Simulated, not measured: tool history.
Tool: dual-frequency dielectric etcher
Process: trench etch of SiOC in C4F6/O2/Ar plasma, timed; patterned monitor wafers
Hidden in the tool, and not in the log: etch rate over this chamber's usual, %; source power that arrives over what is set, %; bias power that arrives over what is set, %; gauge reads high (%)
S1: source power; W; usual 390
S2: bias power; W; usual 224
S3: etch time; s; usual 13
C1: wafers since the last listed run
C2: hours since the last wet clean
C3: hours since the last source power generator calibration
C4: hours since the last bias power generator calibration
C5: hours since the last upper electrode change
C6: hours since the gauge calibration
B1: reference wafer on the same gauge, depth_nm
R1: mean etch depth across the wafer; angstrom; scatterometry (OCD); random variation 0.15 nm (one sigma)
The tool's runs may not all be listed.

{"run": 1, "hour": 0.0, "S1": 390, "S2": 224, "S3": 13, "C1": 0, "C2": 263.8, "C3": 1669.4, "C4": 3786.6, "C5": 1693.1, "C6": 479.9, "B1": 29.6, "R1": 249.6}
{"run": 2, "hour": 19.6, "S1": 390, "S2": 224, "S3": 13, "C1": 362, "C2": 283.4, "C3": 1689, "C4": 3806.2, "C5": 1712.7, "C6": 499.5, "B1": 29.59, "R1": 246.3}
{"run": 3, "hour": 42.1, "S1": 440, "S2": 224, "S3": 13, "C1": 415, "C2": 305.9, "C3": 1711.5, "C4": 3828.7, "C5": 1735.2, "C6": 522, "B1": 29.61, "R1": 259.2}
{"run": 4, "hour": 68.5, "S1": 440, "S2": 224, "S3": 13, "C1": 487, "C2": 332.3, "C3": 1737.9, "C4": 3855.1, "C5": 1761.6, "C6": 548.4, "B1": 29.56, "R1": 260.6}
{"run": 5, "hour": 91.7, "S1": 440, "S2": 224, "S3": 13, "C1": 428, "C2": 355.5, "C3": 1761.1, "C4": 3878.3, "C5": 1784.8, "C6": 571.6, "B1": 29.58, "R1": 259.9}
{"run": 6, "hour": 181.5, "S1": 390, "S2": 224, "S3": 13, "C1": 1658, "C2": 445.3, "C3": 1850.9, "C4": 3968.1, "C5": 1874.6, "C6": 661.4, "B1": 29.5, "R1": 245.7}
{"run": 7, "hour": 197.0, "S1": 390, "S2": 224, "S3": 13, "C1": 286, "C2": 460.8, "C3": 1866.4, "C4": 3983.6, "C5": 1890.1, "C6": 676.9, "B1": 29.44, "R1": 247.2}
{"run": 8, "hour": 223.7, "S1": 390, "S2": 224, "S3": 13, "C1": 493, "C2": 487.5, "C3": 1893.1, "C4": 4010.3, "C5": 1916.8, "C6": 703.6, "B1": 29.51, "R1": 248.4}
{"run": 9, "hour": 236.0, "S1": 390, "S2": 224, "S3": 14, "C1": 227, "C2": 499.8, "C3": 1905.4, "C4": 4022.6, "C5": 1929.1, "C6": 715.9, "B1": 29.49, "R1": 265.7}
{"hour": 282.8, "done": "upper electrode replaced"}
{"run": 10, "hour": 283.3, "S1": 390, "S2": 224, "S3": 13, "C1": 430, "C2": 547.1, "C3": 1952.7, "C4": 4069.9, "C5": 0.5, "C6": 763.2, "B1": 29.5, "R1": 248.9}
{"run": 11, "hour": 291.4, "S1": 390, "S2": 251, "S3": 16, "C1": 149, "C2": 555.2, "C3": 1960.8, "C4": 4078, "C5": 8.6, "C6": 771.3, "B1": 29.42, "R1": 320.6}
{"run": 12, "hour": 314.7, "S1": 390, "S2": 267, "S3": 15.5, "C1": 430, "C2": 578.5, "C3": 1984.1, "C4": 4101.3, "C5": 31.9, "C6": 794.6, "B1": 29.45, "R1": 322.2}
{"run": 13, "hour": 337.6, "S1": 390, "S2": 224, "S3": 11.5, "C1": 423, "C2": 601.4, "C3": 2007, "C4": 4124.2, "C5": 54.8, "C6": 817.5, "B1": 29.44, "R1": 219.6}
{"hour": 367.2, "done": "wet clean of the chamber"}
{"run": 14, "hour": 367.7, "S1": 460, "S2": 187, "S3": 10, "C1": 112, "C2": 0.5, "C3": 2037.1, "C4": 4154.3, "C5": 84.9, "C6": 847.6, "B1": 29.41, "R1": 185.4}
{"run": 15, "hour": 372.1, "S1": 390, "S2": 224, "S3": 13, "C1": 81, "C2": 4.9, "C3": 2041.5, "C4": 4158.7, "C5": 89.3, "C6": 852, "B1": 29.42, "R1": 245.8}
{"run": 16, "hour": 404.8, "S1": 450, "S2": 204, "S3": 16, "C1": 604, "C2": 37.6, "C3": 2074.2, "C4": 4191.4, "C5": 122, "C6": 884.7, "B1": 29.48, "R1": 307.8}
{"run": 17, "hour": 437.1, "S1": 350, "S2": 192, "S3": 17, "C1": 596, "C2": 69.9, "C3": 2106.5, "C4": 4223.7, "C5": 154.3, "C6": 917, "B1": 29.37, "R1": 288}
{"run": 18, "hour": 451.2, "S1": 390, "S2": 224, "S3": 16.5, "C1": 260, "C2": 84, "C3": 2120.6, "C4": 4237.8, "C5": 168.4, "C6": 931.1, "B1": 29.37, "R1": 311.8}
{"hour": 479.4, "done": "gauge calibrated"}
{"hour": 487.4, "done": "bias power generator calibrated"}
{"run": 19, "hour": 487.9, "S1": 480, "S2": 241, "S3": 11, "C1": 604, "C2": 120.7, "C3": 2157.3, "C4": 0.5, "C5": 205.1, "C6": 8.5, "B1": 30.64, "R1": 245.4}
{"run": 20, "hour": 515.1, "S1": 420, "S2": 267, "S3": 9.5, "C1": 502, "C2": 147.9, "C3": 2184.5, "C4": 27.7, "C5": 232.3, "C6": 35.7, "B1": 30.59, "R1": 209.6}
{"run": 21, "hour": 548.3, "S1": 350, "S2": 240, "S3": 10, "C1": 613, "C2": 181.1, "C3": 2217.7, "C4": 60.9, "C5": 265.5, "C6": 68.9, "B1": 30.5, "R1": 197.3}
{"hour": 585.0, "done": "source power generator calibrated"}
{"run": 22, "hour": 585.5, "S1": 490, "S2": 252, "S3": 10.5, "C1": 613, "C2": 218.3, "C3": 0.5, "C4": 98.1, "C5": 302.7, "C6": 106.1, "B1": 30.35, "R1": 240}
{"run": 23, "hour": 616.6, "S1": 300, "S2": 273, "S3": 11, "C1": 574, "C2": 249.4, "C3": 31.6, "C4": 129.2, "C5": 333.8, "C6": 137.2, "B1": 30.33, "R1": 211.9}
{"run": 24, "hour": 638.0, "S1": 310, "S2": 273, "S3": 15.5, "C1": 395, "C2": 270.8, "C3": 53, "C4": 150.6, "C5": 355.2, "C6": 158.6, "B1": 30.3, "R1": 304.6}
{"run": 25, "hour": 654.3, "S1": 460, "S2": 245, "S3": 12, "C1": 301, "C2": 287.1, "C3": 69.3, "C4": 166.9, "C5": 371.5, "C6": 174.9, "B1": 30.2, "R1": 261.9}
{"run": 26, "hour": 682.0, "S1": 390, "S2": 224, "S3": 13, "C1": 511, "C2": 314.8, "C3": 97, "C4": 194.6, "C5": 399.2, "C6": 202.6, "B1": 30.1, "R1": 251.3}
{"run": 27, "hour": 713.1, "S1": 390, "S2": 224, "S3": 13, "C1": 574, "C2": 345.9, "C3": 128.1, "C4": 225.7, "C5": 430.3, "C6": 233.7, "B1": 30.05, "R1": 253.3}
{"run": 28, "hour": 746.3, "S1": 390, "S2": 240, "S3": 9.5, "C1": 613, "C2": 379.1, "C3": 161.3, "C4": 258.9, "C5": 463.5, "C6": 266.9, "B1": 30.01, "R1": 189.9}
{"run": 29, "hour": 773.8, "S1": 390, "S2": 224, "S3": 13, "C1": 507, "C2": 406.6, "C3": 188.8, "C4": 286.4, "C5": 491, "C6": 294.4, "B1": 29.93, "R1": 252.5}
{"run": 30, "hour": 807.6, "S1": 390, "S2": 224, "S3": 13, "C1": 624, "C2": 440.4, "C3": 222.6, "C4": 320.2, "C5": 524.8, "C6": 328.2, "B1": 29.93, "R1": 251.9}
{"run": 31, "hour": 840.5, "S1": 300, "S2": 196, "S3": 10.5, "C1": 607, "C2": 473.3, "C3": 255.5, "C4": 353.1, "C5": 557.7, "C6": 361.1, "B1": 29.88, "R1": 170.1}

The tool's hidden state at each run:
etch rate over this chamber's usual, %: 0 in every run
source power that arrives over what is set, %: 0 in every run
bias power that arrives over what is set, %: 0 in every run
H1: gauge reads high (%)
run=1 H1=-3.24
run=2 H1=-3.29
run=3 H1=-3.34
run=4 H1=-3.4
run=5 H1=-3.45
run=6 H1=-3.6
run=7 H1=-3.62
run=8 H1=-3.66
run=9 H1=-3.67
run=10 H1=-3.72
run=11 H1=-3.73
run=12 H1=-3.76
run=13 H1=-3.78
run=14 H1=-3.8
run=15 H1=-3.81
run=16 H1=-3.83
run=17 H1=-3.85
run=18 H1=-3.86
run=19 H1=0.272
run=20 H1=-0.0481
run=21 H1=-0.402
run=22 H1=-0.755
run=23 H1=-1.02
run=24 H1=-1.19
run=25 H1=-1.31
run=26 H1=-1.49
run=27 H1=-1.69
run=28 H1=-1.87
run=29 H1=-2.01
run=30 H1=-2.17
run=31 H1=-2.3
